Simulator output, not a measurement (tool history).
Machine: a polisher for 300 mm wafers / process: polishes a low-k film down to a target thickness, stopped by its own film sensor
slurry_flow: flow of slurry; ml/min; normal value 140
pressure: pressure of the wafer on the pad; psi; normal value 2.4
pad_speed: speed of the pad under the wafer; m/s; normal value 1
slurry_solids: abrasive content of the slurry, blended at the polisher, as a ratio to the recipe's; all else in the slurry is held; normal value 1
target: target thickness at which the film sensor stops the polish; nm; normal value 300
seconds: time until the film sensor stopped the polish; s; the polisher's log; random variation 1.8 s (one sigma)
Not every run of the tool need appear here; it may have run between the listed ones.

run   hour  slurry_flow  pressure  pad_speed  slurry_solids  target  incoming thickness of the incoming film, nm  seconds
  1      0          140       2.4          1              1     300                                        358.7    132.7
  2   12.5          140       2.4          1              1     300                                        361.6    139.3
  3   23.4          140       2.4          1              1     300                                        366.9    154.4
      26.8  -- head pressure recalibrated
  4   29.7          140       2.4          1              1     300                                        355.8    126.1
        32  -- conditioning disc replaced and pad reconditioned
  5   38.8          115       2.4          1              1     293                                        367.8    149.4
        49  -- worn pad replaced by a new one
  6   55.6          115       2.4          1              1     293                                          357    130.3
  7   71.7          140       2.4          1              1     300                                        354.4    104.8
  8   87.3          140       2.4          1              1     300                                          362    122.8
  9   98.7          155       1.9          1           1.15     300                                        359.1    122.3
 10  115.6          115       2.4          1              1     293                                        356.6    130.9
 11  127.6          140       1.6       1.26            1.2     300                                        359.2    118.1
       138  -- worn pad replaced by a new one
 12  142.2          185         3        0.8              1     300                                        364.6    123.3
 13  148.9          140       2.8          1              1     300                                        366.3    121.7
 14  157.1          140       2.4          1              1     300                                        359.2    121.2
       163  -- slurry blender recalibrated
 15  170.9          140       2.4          1              1     300                                        359.8    120.4
 16  184.1          140       2.4          1              1     300                                        364.2    127.8
     193.1  -- slurry nozzle cleaned
 17  199.8          140       2.4          1              1     300                                        356.7    112.9
 18  207.5          170       2.4        1.2           0.75     293                                        357.3    126.3
     217.8  -- worn pad replaced by a new one
 19  225.4          140       1.6          1            0.9     300                                          361    164.4
 20  233.6          185       2.4       1.22              1     300                                        351.7     87.1
 21  243.7          140       1.8          1           1.25     309                                        359.7    110.7
 22  254.3          140       2.4          1              1     300                                        361.6    123.6
 23  262.6          140       2.7       0.66            0.8     281                                        360.4    220.4
 24  270.6          140       2.4       0.68            0.8     310                                        365.4    156.3
 25  285.4          140       2.4        0.7            0.9     300                                        364.6    175.1
     302.1  -- worn pad replaced by a new one
 26  303.3          140       2.4          1              1     300                                        364.1    133.6

Branching from run 26: 4 alternative next runs. What would each branch give?
  A  303.8          140       2.4          1              1     300                                        356.3        ?
  B  303.8          140       1.6          1            0.8     285                                        356.3        ?
  C  303.8          140       3.1       0.64              1     300                                        356.3        ?
  D  303.8          175       2.8       1.18              1     294                                        356.3        ?

run  seconds
  A    117.6
  B      201
  C    133.9
  D      103
Without the tool's hidden state the same runs would have given:
run  seconds
  A    108.2
  B    187.5
  C    124.8
  D       93

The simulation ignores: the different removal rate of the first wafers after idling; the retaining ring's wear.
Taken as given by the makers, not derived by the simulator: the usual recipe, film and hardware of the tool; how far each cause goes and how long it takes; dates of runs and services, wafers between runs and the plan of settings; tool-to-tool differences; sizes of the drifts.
